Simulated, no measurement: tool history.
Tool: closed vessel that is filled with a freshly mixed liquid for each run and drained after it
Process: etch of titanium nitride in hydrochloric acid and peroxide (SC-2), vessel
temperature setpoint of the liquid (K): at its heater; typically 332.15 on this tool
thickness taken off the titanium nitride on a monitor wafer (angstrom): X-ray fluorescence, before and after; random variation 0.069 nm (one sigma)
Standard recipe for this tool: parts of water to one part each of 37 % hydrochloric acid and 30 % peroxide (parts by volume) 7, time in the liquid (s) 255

run   hour  temperature setpoint of the liquid (K)  parts of water to one part each of 37 % hydrochloric acid and 30 % peroxide (parts by volume)  time in the liquid (s)  wafers since the last listed run  hours since the thermometer was replaced  hours since the chemicals flow meter was replaced  hours since the drum of peroxide was connected  hours since the gauge calibration  read-back film thickness of the titanium nitride reference wafer, read on the same gauge (nm)  thickness taken off the titanium nitride on a monitor wafer (angstrom)
  1      0                                  332.15                                                                                              7                     255                                 0                                      1861                                              561.9                                          1097.4                              319.4                                                                                         120.04                                                                   120.2
  2   12.8                                  332.15                                                                                              7                     255                              1614                                    1873.8                                              574.7                                          1110.2                              332.2                                                                                         119.98                                                                   119.3
  3   25.6                                  332.15                                                                                              7                     255                              1614                                    1886.6                                              587.5                                            1123                                345                                                                                         120.02                                                                   119.2
  4  128.6                                  332.15                                                                                              7                     365                             12989                                    1989.6                                              690.5                                            1226                                448                                                                                            120                                                                   169.4
  5  195.9                                  332.15                                                                                              7                     365                              8487                                    2056.9                                              757.8                                          1293.3                              515.3                                                                                            120                                                                   168.3
     213.6  -- gauge calibrated
  6    219                                  332.15                                                                                              7                     365                              2913                                      2080                                              780.9                                          1316.4                                5.4                                                                                            120                                                                   168.8
     241.2  -- thermometer replaced
     242.3  -- new drum of peroxide connected
  7  251.6                                  332.15                                                                                              7                     255                              3858                                      10.4                                              813.5                                             9.3                                 38                                                                                         119.97                                                                   131.3
  8  275.7                                  332.15                                                                                              7                     255                              3039                                      34.5                                              837.6                                            33.4                               62.1                                                                                         119.97                                                                   129.9
  9    303                                  332.15                                                                                              7                     255                              3442                                      61.8                                              864.9                                            60.7                               89.4                                                                                         119.98                                                                   129.4
 10  322.4                                  332.15                                                                                              7                     255                              2446                                      81.2                                              884.3                                            80.1                              108.8                                                                                         119.98                                                                     130
 11  335.6                                  326.15                                                                                              7                     255                              1664                                      94.4                                              897.5                                            93.3                                122                                                                                         120.01                                                                      88
     338.9  -- chemicals flow meter replaced
 12  358.1                                  332.15                                                                                              7                     255                              2711                                     116.9                                               19.2                                           115.8                              144.5                                                                                         119.99                                                                   128.5
 13  374.2                                  332.15                                                                                              6                     255                              2030                                       133                                               35.3                                           131.9                              160.6                                                                                         120.04                                                                   144.4
 14  403.8                                  338.65                                                                                            8.5                     310                              3732                                     162.6                                               64.9                                           161.5                              190.2                                                                                         119.98                                                                   203.2
 15    419                                  332.15                                                                                              7                     255                              1916                                     177.8                                               80.1                                           176.7                              205.4                                                                                         120.04                                                                   128.5
 16  439.2                                  322.65                                                                                             10                     170                              2547                                       198                                              100.3                                           196.9                              225.6                                                                                         120.04                                                                    34.7
 17  459.3                                  332.15                                                                                              6                     160                              2534                                     218.1                                              120.4                                             217                              245.7                                                                                         120.07                                                                    89.8

Predict the results of run 18:
 18  474.6                                  332.15                                                                                              7                     105                              1929                                     233.4                                              135.7                                           232.3                                261                                                                                              ?                                                                       ?

{"run 18": {"read-back film thickness of the titanium nitride reference wafer, read on the same gauge (nm)": 120.03, "thickness taken off the titanium nitride on a monitor wafer (angstrom)": 53.3}}
The same run, on a tool lacking any hidden state, would have yielded thickness taken off the titanium nitride on a monitor wafer (angstrom) 54.9.

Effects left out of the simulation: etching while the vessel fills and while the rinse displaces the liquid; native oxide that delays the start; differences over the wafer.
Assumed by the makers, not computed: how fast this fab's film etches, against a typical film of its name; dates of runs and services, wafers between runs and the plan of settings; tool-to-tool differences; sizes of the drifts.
